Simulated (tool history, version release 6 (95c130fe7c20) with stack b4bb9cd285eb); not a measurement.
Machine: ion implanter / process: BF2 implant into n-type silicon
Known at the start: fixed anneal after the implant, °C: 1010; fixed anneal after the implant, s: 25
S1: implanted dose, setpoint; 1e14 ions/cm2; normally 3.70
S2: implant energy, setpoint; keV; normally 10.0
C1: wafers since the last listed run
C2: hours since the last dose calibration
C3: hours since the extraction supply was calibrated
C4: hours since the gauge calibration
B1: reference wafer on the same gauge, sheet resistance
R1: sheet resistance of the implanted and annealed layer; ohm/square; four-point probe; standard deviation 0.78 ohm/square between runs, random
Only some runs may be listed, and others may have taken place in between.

| run | day | S1 | S2 | C1 | C2 | C3 | C4 | B1 | R1 |
|---|---|---|---|---|---|---|---|---|---|
| 1 | 0.000 | 4.26 | 10.0 | 0 | 609.3 | 6443.6 | 243.0 | 332.02 | 299.84 |
| 2 | 2.042 | 3.70 | 10.0 | 886 | 658.3 | 6492.6 | 292.0 | 332.01 | 328.83 |
| 3 | 3.512 | 3.70 | 10.0 | 638 | 693.6 | 6527.9 | 327.3 | 332.29 | 327.67 |
| 4 | 6.475 | 3.70 | 11.0 | 1285 | 764.7 | 6599.0 | 398.4 | 332.02 | 320.52 |
| 5 | 8.750 | 3.70 | 7.5 | 987 | 819.3 | 6653.6 | 453.0 | 332.01 | 354.42 |
| 6 | 11.575 | 3.70 | 7.5 | 1226 | 887.1 | 6721.4 | 520.8 | 332.08 | 354.16 |
|  | 12.892 | gauge calibrated |
|  | 13.217 | Faraday cup replaced and dose calibrated |
| 7 | 13.675 | 3.70 | 7.5 | 766 | 11.0 | 6771.8 | 18.8 | 331.85 | 362.36 |
| 8 | 16.412 | 4.02 | 12.5 | 1188 | 76.7 | 6837.5 | 84.5 | 332.19 | 299.06 |
|  | 18.708 | extraction supply calibrated |
| 9 | 18.942 | 2.62 | 12.5 | 953 | 137.4 | 5.6 | 145.2 | 332.06 | 405.88 |

What will run 10 give?
| 10 | 21.417 | 3.09 | 10.0 | 1074 | 196.8 | 65.0 | 204.6 | ? | ? |

B1: 332.01
R1: 371.61 ohm/square
Minus the tool's unlogged condition, the same run would have read R1 379.27 ohm/square.
